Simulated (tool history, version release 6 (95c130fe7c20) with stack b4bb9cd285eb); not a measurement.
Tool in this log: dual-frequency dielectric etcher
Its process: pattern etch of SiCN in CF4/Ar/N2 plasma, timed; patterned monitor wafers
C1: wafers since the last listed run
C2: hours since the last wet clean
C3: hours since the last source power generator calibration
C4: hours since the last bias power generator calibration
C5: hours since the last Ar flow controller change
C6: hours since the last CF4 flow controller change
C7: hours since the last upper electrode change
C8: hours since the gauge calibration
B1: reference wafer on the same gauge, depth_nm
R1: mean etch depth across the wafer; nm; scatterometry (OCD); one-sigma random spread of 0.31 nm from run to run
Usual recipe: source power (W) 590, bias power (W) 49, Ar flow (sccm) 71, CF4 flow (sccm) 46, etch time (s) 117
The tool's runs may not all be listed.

run 1 hour=0 | source_power_(W)=550 bias_power_(W)=49 Ar_flow_(sccm)=71 CF4_flow_(sccm)=46 etch_time_(s)=117 | C1=0 C2=371.1 C3=3279.7 C4=3871.6 C5=1698.2 C6=5366.5 C7=3752 C8=627.4 | B1=98 | R1=100.9
run 2 hour=35.8 | source_power_(W)=550 bias_power_(W)=49 Ar_flow_(sccm)=71 CF4_flow_(sccm)=46 etch_time_(s)=117 | C1=261 C2=406.9 C3=3315.5 C4=3907.4 C5=1734 C6=5402.3 C7=3787.8 C8=663.2 | B1=98 | R1=101
-- hour=112.1 wet clean of the chamber
run 3 hour=112.6 | source_power_(W)=590 bias_power_(W)=49 Ar_flow_(sccm)=71 CF4_flow_(sccm)=46 etch_time_(s)=117 | C1=386 C2=0.5 C3=3392.3 C4=3984.2 C5=1810.8 C6=5479.1 C7=3864.6 C8=740 | B1=98 | R1=105.6
-- hour=164 bias power generator calibrated
run 4 hour=172.2 | source_power_(W)=590 bias_power_(W)=49 Ar_flow_(sccm)=71 CF4_flow_(sccm)=46 etch_time_(s)=117 | C1=406 C2=60.1 C3=3451.9 C4=8.2 C5=1870.4 C6=5538.7 C7=3924.2 C8=799.6 | B1=97.9 | R1=105.9
-- hour=196.4 CF4 flow controller replaced
run 5 hour=208.4 | source_power_(W)=590 bias_power_(W)=49 Ar_flow_(sccm)=71 CF4_flow_(sccm)=52 etch_time_(s)=117 | C1=220 C2=96.3 C3=3488.1 C4=44.4 C5=1906.6 C6=12 C7=3960.4 C8=835.8 | B1=98 | R1=107.2
run 6 hour=232.6 | source_power_(W)=590 bias_power_(W)=49 Ar_flow_(sccm)=71 CF4_flow_(sccm)=46 etch_time_(s)=117 | C1=177 C2=120.5 C3=3512.3 C4=68.6 C5=1930.8 C6=36.2 C7=3984.6 C8=860 | B1=98.1 | R1=105.5
run 7 hour=267.3 | source_power_(W)=590 bias_power_(W)=49 Ar_flow_(sccm)=71 CF4_flow_(sccm)=46 etch_time_(s)=117 | C1=253 C2=155.2 C3=3547 C4=103.3 C5=1965.5 C6=70.9 C7=4019.3 C8=894.7 | B1=98 | R1=105.4
run 8 hour=410 | source_power_(W)=590 bias_power_(W)=49 Ar_flow_(sccm)=71 CF4_flow_(sccm)=46 etch_time_(s)=117 | C1=1043 C2=297.9 C3=3689.7 C4=246 C5=2108.2 C6=213.6 C7=4162 C8=1037.4 | B1=98 | R1=106.5
run 9 hour=441.5 | source_power_(W)=590 bias_power_(W)=49 Ar_flow_(sccm)=77 CF4_flow_(sccm)=46 etch_time_(s)=93.5 | C1=230 C2=329.4 C3=3721.2 C4=277.5 C5=2139.7 C6=245.1 C7=4193.5 C8=1068.9 | B1=98 | R1=83.5
-- hour=444.3 gauge calibrated
-- hour=488.9 upper electrode replaced
run 10 hour=495.9 | source_power_(W)=550 bias_power_(W)=57 Ar_flow_(sccm)=71 CF4_flow_(sccm)=41 etch_time_(s)=138.5 | C1=222 C2=383.8 C3=3775.6 C4=331.9 C5=2194.1 C6=299.5 C7=7 C8=51.6 | B1=98 | R1=124.7
run 11 hour=559.7 | source_power_(W)=740 bias_power_(W)=54 Ar_flow_(sccm)=71 CF4_flow_(sccm)=46 etch_time_(s)=142 | C1=466 C2=447.6 C3=3839.4 C4=395.7 C5=2257.9 C6=363.3 C7=70.8 C8=115.4 | B1=98 | R1=156.2
run 12 hour=619.7 | source_power_(W)=590 bias_power_(W)=49 Ar_flow_(sccm)=71 CF4_flow_(sccm)=46 etch_time_(s)=117 | C1=438 C2=507.6 C3=3899.4 C4=455.7 C5=2317.9 C6=423.3 C7=130.8 C8=175.4 | B1=98 | R1=106.5
-- hour=657.8 wet clean of the chamber
run 13 hour=658.3 | source_power_(W)=590 bias_power_(W)=49 Ar_flow_(sccm)=58 CF4_flow_(sccm)=38 etch_time_(s)=117 | C1=106 C2=0.5 C3=3938 C4=494.3 C5=2356.5 C6=461.9 C7=169.4 C8=214 | B1=98 | R1=106.6
run 14 hour=699.6 | source_power_(W)=460 bias_power_(W)=43 Ar_flow_(sccm)=71 CF4_flow_(sccm)=37 etch_time_(s)=117 | C1=302 C2=41.8 C3=3979.3 C4=535.6 C5=2397.8 C6=503.2 C7=210.7 C8=255.3 | B1=97.9 | R1=83
-- hour=703.7 source power generator calibrated
-- hour=727 Ar flow controller replaced
run 15 hour=727.5 | source_power_(W)=670 bias_power_(W)=42 Ar_flow_(sccm)=71 CF4_flow_(sccm)=46 etch_time_(s)=117 | C1=130 C2=69.7 C3=23.8 C4=563.5 C5=0.5 C6=531.1 C7=238.6 C8=283.2 | B1=97.9 | R1=109.3

Expected results for the next run?
run 16 hour=759.7 | source_power_(W)=630 bias_power_(W)=57 Ar_flow_(sccm)=56 CF4_flow_(sccm)=56 etch_time_(s)=117 | C1=235 C2=101.9 C3=56 C4=595.7 C5=32.7 C6=563.3 C7=270.8 C8=315.4 | B1=? | R1=?

B1: 98
R1: 123.7 nm
On a tool with no hidden condition, and with the same random variation, this run would have come out at R1 123.3 nm.

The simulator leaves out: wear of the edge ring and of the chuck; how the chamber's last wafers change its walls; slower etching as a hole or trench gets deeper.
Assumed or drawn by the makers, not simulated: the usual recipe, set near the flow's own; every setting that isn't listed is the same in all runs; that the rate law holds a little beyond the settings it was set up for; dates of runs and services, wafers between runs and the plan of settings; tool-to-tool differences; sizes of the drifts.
